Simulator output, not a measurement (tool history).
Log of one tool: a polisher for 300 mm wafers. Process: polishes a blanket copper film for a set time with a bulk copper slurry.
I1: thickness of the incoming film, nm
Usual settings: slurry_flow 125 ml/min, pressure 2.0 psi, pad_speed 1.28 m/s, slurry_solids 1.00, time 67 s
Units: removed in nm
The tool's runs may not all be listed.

Run 1, day 0.000: usual settings; I1 2343.4. Result: removed 651.7 nm.
Run 2, day 0.638: usual settings; I1 2371.6. Result: removed 653.6 nm.
At day 1.242: worn pad replaced by a new one.
Run 3, day 1.350: usual settings; I1 2338.4. Result: removed 642.9 nm.
Run 4, day 1.933: usual settings; I1 2335.9. Result: removed 663.3 nm.
Run 5, day 2.571: usual settings but slurry_flow 135 ml/min; I1 2308.3. Result: removed 663.3 nm.
Run 6, day 3.671: usual settings; I1 2350.7. Result: removed 664.1 nm.
Run 7, day 5.096: usual settings but slurry_solids 0.70; I1 2368.9. Result: removed 637.1 nm.
Run 8, day 6.204: usual settings but pad_speed 1.58 m/s, slurry_solids 0.80, time 53 s; I1 2300.7. Result: removed 613.3 nm.
At day 7.021: slurry nozzle cleaned.
Run 9, day 7.071: usual settings but slurry_flow 145 ml/min, pressure 1.8 psi; I1 2332.7. Result: removed 623.5 nm.
At day 7.971: head pressure recalibrated.
Run 10, day 8.504: usual settings; I1 2296.7. Result: removed 593.8 nm.
Run 11, day 9.925: usual settings but slurry_flow 110 ml/min, pressure 1.4 psi, time 50 s; I1 2359.5. Result: removed 313.3 nm.
Run 12, day 10.933: usual settings but slurry_flow 105 ml/min, pressure 1.6 psi, pad_speed 0.92 m/s; I1 2333.9. Result: removed 366.9 nm.
At day 11.450: slurry blender recalibrated.
Run 13, day 11.583: usual settings but time 84 s; I1 2340.9. Result: removed 756.1 nm.
At day 11.788: worn pad replaced by a new one.
Run 14, day 12.104: usual settings; I1 2335.8. Result: removed 608.7 nm.
Run 15, day 12.962: usual settings but pressure 1.3 psi; I1 2299.8. Result: removed 406.7 nm.
Run 16, day 13.892: usual settings; I1 2300.0. Result: removed 620.5 nm.
Run 17, day 15.046: usual settings but pressure 2.2 psi; I1 2324.5. Result: removed 680.1 nm.
Run 18, day 16.338: usual settings but slurry_flow 100 ml/min; I1 2328.8. Result: removed 590.6 nm.
Run 19, day 17.479: usual settings; I1 2302.4. Result: removed 622.8 nm.
Run 20, day 18.000: usual settings but slurry_flow 100 ml/min, pressure 1.6 psi, pad_speed 1.52 m/s, time 46 s; I1 2333.7. Result: removed 376.8 nm.
Run 21, day 18.938: usual settings but slurry_flow 165 ml/min, time 82 s; I1 2282.3. Result: removed 822.8 nm.
At day 19.654: slurry nozzle cleaned.
Run 22, day 20.342: usual settings but slurry_flow 90 ml/min, pad_speed 1.44 m/s, slurry_solids 1.25, time 54 s; I1 2332.1. Result: removed 526.9 nm.
Run 23, day 21.233: usual settings; I1 2356.0. Result: removed 631.4 nm.
Run 24, day 21.846: usual settings but slurry_flow 110 ml/min, pressure 1.3 psi, pad_speed 1.14 m/s, time 52 s; I1 2305.8. Result: removed 293.9 nm.
At day 22.375: worn pad replaced by a new one.
Run 25, day 22.438: usual settings but pressure 2.2 psi, time 49 s; I1 2349.1. Result: removed 513.4 nm.
Run 26, day 23.446: usual settings but slurry_flow 90 ml/min, pad_speed 1.44 m/s, slurry_solids 1.25, time 54 s; I1 2332.3. Result: removed 540.0 nm.
Run 27, day 24.142: usual settings but slurry_flow 95 ml/min, pressure 2.7 psi; I1 2335.0. Result: removed 809.0 nm.
Run 28, day 24.929: usual settings; I1 2306.2. Result: removed 656.7 nm.
Run 29, day 26.138: usual settings but pad_speed 1.42 m/s, slurry_solids 1.30; I1 2345.3. Result: removed 735.9 nm.

5 ways to go on from here, each from the tool as it stands after run 29. What would each give?
Run A, day 26.154: usual settings but time 45 s; I1 2379.9. Result: removed ?.
Run B, day 26.154: usual settings but slurry_flow 110 ml/min; I1 2379.9. Result: removed ?.
Run C, day 26.154: usual settings but slurry_flow 100 ml/min, pressure 1.6 psi; I1 2379.9. Result: removed ?.
Run D, day 26.154: usual settings but slurry_flow 150 ml/min, pad_speed 1.06 m/s; I1 2379.9. Result: removed ?.
Run E, day 26.154: usual settings but pressure 1.7 psi, slurry_solids 0.80, time 85 s; I1 2379.9. Result: removed ?.

run  removed
  A    432.8
  B    625.6
  C    493.2
  D    576.1
  E    677.8
Without the tool's hidden state the same runs would have given:
run  removed
  A    402.7
  B    582.1
  C    458.9
  D    536.1
  E    630.8
